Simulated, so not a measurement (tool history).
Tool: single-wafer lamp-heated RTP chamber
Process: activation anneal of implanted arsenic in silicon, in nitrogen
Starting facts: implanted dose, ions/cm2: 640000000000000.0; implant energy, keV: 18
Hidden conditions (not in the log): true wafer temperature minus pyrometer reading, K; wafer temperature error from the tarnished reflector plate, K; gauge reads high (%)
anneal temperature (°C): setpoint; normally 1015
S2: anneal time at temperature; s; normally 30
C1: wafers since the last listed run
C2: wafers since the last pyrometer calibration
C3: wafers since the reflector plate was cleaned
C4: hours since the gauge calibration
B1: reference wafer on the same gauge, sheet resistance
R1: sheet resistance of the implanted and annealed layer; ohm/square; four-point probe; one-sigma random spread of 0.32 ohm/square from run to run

Run 1, hour 0.0: usual settings; C1 0; C2 411; C3 7250; C4 243.4; B1 151.98. Result: R1 150.60 ohm/square.
Run 2, hour 33.0: usual settings; C1 351; C2 763; C3 7602; C4 276.4; B1 152.08. Result: R1 149.85 ohm/square.
Run 3, hour 65.9: usual settings; C1 350; C2 1114; C3 7953; C4 309.3; B1 151.94. Result: R1 149.72 ohm/square.
Run 4, hour 95.3: usual settings; C1 313; C2 1427; C3 8266; C4 338.7; B1 152.00. Result: R1 149.50 ohm/square.
Run 5, hour 122.8: usual settings but S2 17 s; C1 293; C2 1720; C3 8559; C4 366.2; B1 151.99. Result: R1 154.57 ohm/square.
At hour 141.5: reflector plate cleaned.
Run 6, hour 146.3: usual settings but anneal temperature (°C) 1036; C1 165; C2 1885; C3 50; C4 389.7; B1 151.98. Result: R1 146.28 ohm/square.
Run 7, hour 165.7: usual settings; C1 206; C2 2092; C3 257; C4 409.1; B1 152.00. Result: R1 150.69 ohm/square.
Run 8, hour 187.1: usual settings; C1 228; C2 2320; C3 485; C4 430.5; B1 152.05. Result: R1 150.47 ohm/square.
Run 9, hour 213.1: usual settings; C1 277; C2 2597; C3 762; C4 456.5; B1 152.00. Result: R1 150.28 ohm/square.
Run 10, hour 233.9: usual settings but S2 37 s; C1 221; C2 2819; C3 984; C4 477.3; B1 151.93. Result: R1 149.01 ohm/square.
Run 11, hour 259.1: usual settings but S2 37 s; C1 268; C2 3088; C3 1253; C4 502.5; B1 151.94. Result: R1 147.82 ohm/square.
Run 12, hour 293.0: usual settings but S2 37 s; C1 361; C2 3449; C3 1614; C4 536.4; B1 151.94. Result: R1 147.59 ohm/square.
Run 13, hour 314.9: usual settings; C1 233; C2 3683; C3 1848; C4 558.3; B1 152.01. Result: R1 149.39 ohm/square.
At hour 330.2: pyrometer window cleaned and pyrometer calibrated.
Run 14, hour 350.1: usual settings; C1 289; C2 212; C3 2138; C4 593.5; B1 152.03. Result: R1 152.16 ohm/square.
Run 15, hour 374.6: usual settings; C1 261; C2 473; C3 2399; C4 618.0; B1 152.00. Result: R1 151.33 ohm/square.
Run 16, hour 395.6: usual settings but anneal temperature (°C) 1004; C1 223; C2 697; C3 2623; C4 639.0; B1 151.99. Result: R1 153.26 ohm/square.
Run 17, hour 410.9: usual settings but anneal temperature (°C) 1044, S2 42 s; C1 163; C2 860; C3 2786; C4 654.3; B1 151.99. Result: R1 142.29 ohm/square.
At hour 429.1: gauge calibrated.
Run 18, hour 432.3: usual settings but anneal temperature (°C) 1004; C1 228; C2 1088; C3 3014; C4 3.2; B1 152.03. Result: R1 153.28 ohm/square.
Run 19, hour 458.9: usual settings; C1 283; C2 1372; C3 3297; C4 29.8; B1 151.92. Result: R1 151.17 ohm/square.
Run 20, hour 473.8: usual settings but anneal temperature (°C) 996, S2 43 s; C1 158; C2 1531; C3 3456; C4 44.7; B1 152.02. Result: R1 151.64 ohm/square.
Run 21, hour 490.9: usual settings but S2 38 s; C1 182; C2 1713; C3 3639; C4 61.8; B1 151.97. Result: R1 148.27 ohm/square.
Run 22, hour 506.5: usual settings; C1 166; C2 1879; C3 3805; C4 77.4; B1 152.08. Result: R1 151.03 ohm/square.
Run 23, hour 538.9: usual settings; C1 345; C2 2225; C3 4150; C4 109.8; B1 152.02. Result: R1 150.00 ohm/square.
Run 24, hour 557.0: usual settings but anneal temperature (°C) 996, S2 15 s; C1 192; C2 2418; C3 4343; C4 127.9; B1 152.05. Result: R1 159.17 ohm/square.
Run 25, hour 575.5: usual settings; C1 197; C2 2615; C3 4540; C4 146.4; B1 151.98. Result: R1 149.91 ohm/square.
Run 26, hour 591.4: usual settings; C1 169; C2 2785; C3 4710; C4 162.3; B1 151.92. Result: R1 149.97 ohm/square.
Run 27, hour 614.0: usual settings but S2 14 s; C1 240; C2 3026; C3 4951; C4 184.9; B1 152.04. Result: R1 156.08 ohm/square.
Run 28, hour 645.8: usual settings but anneal temperature (°C) 1002, S2 13 s; C1 339; C2 3365; C3 5290; C4 216.7; B1 152.00. Result: R1 158.91 ohm/square.
Run 29, hour 661.9: usual settings but anneal temperature (°C) 1005, S2 45 s; C1 171; C2 3536; C3 5462; C4 232.8; B1 152.03. Result: R1 148.06 ohm/square.
At hour 689.5: pyrometer window cleaned and pyrometer calibrated.
Run 30, hour 690.0: usual settings but S2 35 s; C1 214; C2 5; C3 5676; C4 260.9; B1 152.07. Result: R1 150.70 ohm/square.
Run 31, hour 700.6: usual settings but anneal temperature (°C) 989; C1 113; C2 118; C3 5789; C4 271.5; B1 151.93. Result: R1 156.86 ohm/square.
Run 32, hour 722.4: usual settings; C1 232; C2 350; C3 6021; C4 293.3; B1 151.94. Result: R1 151.19 ohm/square.
Run 33, hour 738.8: usual settings but anneal temperature (°C) 1004, S2 21 s; C1 174; C2 525; C3 6196; C4 309.7; B1 152.02. Result: R1 156.53 ohm/square.
Run 34, hour 773.1: usual settings but anneal temperature (°C) 1000, S2 23 s; C1 365; C2 891; C3 6562; C4 344.0; B1 152.04. Result: R1 155.96 ohm/square.
Run 35, hour 794.9: usual settings but S2 13 s; C1 232; C2 1123; C3 6794; C4 365.8; B1 152.00. Result: R1 157.22 ohm/square.
Run 36, hour 826.3: usual settings but anneal temperature (°C) 1024; C1 334; C2 1458; C3 7129; C4 397.2; B1 151.98. Result: R1 148.12 ohm/square.
Run 37, hour 856.9: usual settings but anneal temperature (°C) 1040, S2 23 s; C1 326; C2 1784; C3 7455; C4 427.8; B1 152.06. Result: R1 146.98 ohm/square.

4 ways to go on from here, each from the tool as it stands after run 37. What would each give?
Run A, hour 857.3: usual settings; C1 4; C2 1788; C3 7459; C4 428.2; B1 ?. Result: R1 ?.
Run B, hour 857.3: usual settings but anneal temperature (°C) 1028, S2 21 s; C1 4; C2 1788; C3 7459; C4 428.2; B1 ?. Result: R1 ?.
Run C, hour 857.3: usual settings but anneal temperature (°C) 999, S2 21 s; C1 4; C2 1788; C3 7459; C4 428.2; B1 ?. Result: R1 ?.
Run D, hour 857.3: usual settings but anneal temperature (°C) 1004, S2 42 s; C1 4; C2 1788; C3 7459; C4 428.2; B1 ?. Result: R1 ?.

run      B1      R1
  A  151.94  150.04
  B  151.94  150.61
  C  151.94  156.13
  D  151.94  149.32
Without the tool's unlogged condition, the same runs would have read:
run      R1
  A  153.37
  B  153.81
  C  159.16
  D  152.78
